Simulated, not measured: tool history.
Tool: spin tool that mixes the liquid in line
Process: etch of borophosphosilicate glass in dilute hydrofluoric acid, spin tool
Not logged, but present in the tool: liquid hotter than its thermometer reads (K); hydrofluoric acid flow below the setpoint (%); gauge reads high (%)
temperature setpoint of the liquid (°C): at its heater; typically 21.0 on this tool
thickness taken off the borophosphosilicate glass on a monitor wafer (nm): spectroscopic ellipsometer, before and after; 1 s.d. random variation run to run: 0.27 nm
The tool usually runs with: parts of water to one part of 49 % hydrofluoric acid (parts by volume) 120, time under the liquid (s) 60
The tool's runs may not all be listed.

run	day	temperature setpoint of the liquid (°C)	parts of water to one part of 49 % hydrofluoric acid (parts by volume)	time under the liquid (s)	wafers since the last listed run	hours since the thermometer was replaced	hours since the hydrofluoric acid flow meter was replaced	hours since the gauge calibration	read-back film thickness of the borophosphosilicate glass reference wafer, read on the same gauge (nm)	thickness taken off the borophosphosilicate glass on a monitor wafer (nm)
1	0.000	22.5	120	60	0	287.9	691.5	278.0	140.03	38.12
2	0.838	22.5	120	60	249	308.0	711.6	298.1	140.01	37.84
3	1.538	21.0	95	60	208	324.8	728.4	314.9	139.98	46.87
4	2.229	21.0	95	60	206	341.4	745.0	331.5	140.01	46.12
5	3.650	21.0	100	60	423	375.5	779.1	365.6	140.00	43.53
6	4.888	21.0	100	60	368	405.2	808.8	395.3	140.01	43.93
7	5.688	21.0	100	60	238	424.4	828.0	414.5	139.96	43.73
8	6.858	17.5	120	60	349	452.5	856.1	442.6	139.99	30.27
9	8.354	17.5	120	60	445	488.4	892.0	478.5	139.93	30.18
10	9.246	23.5	120	60	265	509.8	913.4	499.9	139.99	38.94
11	9.946	24.0	120	60	208	526.6	930.2	516.7	140.07	39.79
12	11.038	24.5	155	80	325	552.8	956.4	542.9	140.03	39.60
# day 11.421: hydrofluoric acid flow meter replaced
13	11.983	21.0	70	30	269	575.5	13.5	565.6	140.02	30.43
# day 12.038: thermometer replaced
14	12.554	21.0	120	60	157	12.4	27.2	579.3	139.99	33.40
15	13.842	21.0	75	60	383	43.3	58.1	610.2	139.97	56.55
16	14.754	21.0	60	80	272	65.2	80.0	632.1	139.97	95.07
17	15.879	17.0	75	60	335	92.2	107.0	659.1	140.01	46.99
# day 16.142: gauge calibrated
18	16.942	21.0	120	60	316	117.7	132.5	19.2	139.98	33.30
19	17.962	21.0	120	30	304	142.2	157.0	43.7	140.00	16.70
20	18.696	18.0	70	85	218	159.8	174.6	61.3	140.03	75.95
# day 19.517: hydrofluoric acid flow meter replaced, repeated, since the last time left the tool worse
21	19.962	24.5	120	85	365	190.2	10.7	91.7	140.07	61.71
22	21.417	18.5	100	30	433	225.1	45.6	126.6	140.01	20.55
23	22.475	22.5	120	60	315	250.5	71.0	152.0	140.01	39.83
24	23.371	21.0	80	60	267	272.0	92.5	173.5	140.00	58.19
25	24.621	21.0	95	60	372	302.0	122.5	203.5	139.98	48.96
26	25.862	21.0	120	60	370	331.8	152.3	233.3	139.99	37.48
27	26.704	17.5	140	80	250	352.0	172.5	253.5	140.00	36.24
28	27.904	25.0	90	60	357	380.8	201.3	282.3	139.99	60.83
29	28.854	18.0	85	90	283	403.6	224.1	305.1	139.96	71.56
30	29.604	21.0	120	60	223	421.6	242.1	323.1	139.99	37.35
31	30.346	21.0	120	45	221	439.4	259.9	340.9	139.98	27.78
32	30.850	21.0	120	90	150	451.5	272.0	353.0	140.00	55.17
33	31.450	21.0	120	60	178	465.9	286.4	367.4	139.96	36.80

Same runs, no hidden state in the tool, same run-to-run variation:
run	thickness taken off the borophosphosilicate glass on a monitor wafer (nm)
1	40.52
2	40.29
3	49.89
4	49.15
5	46.54
6	47.07
7	46.93
8	32.58
9	32.58
10	42.16
11	43.15
12	43.14
13	34.40
14	38.03
15	64.21
16	107.94
17	53.53
18	38.27
19	19.23
20	86.96
21	62.10
22	20.73
23	40.27
24	58.90
25	49.68
26	38.14
27	36.93
28	62.10
29	73.15
30	38.27
31	28.50
32	56.66
33	37.84
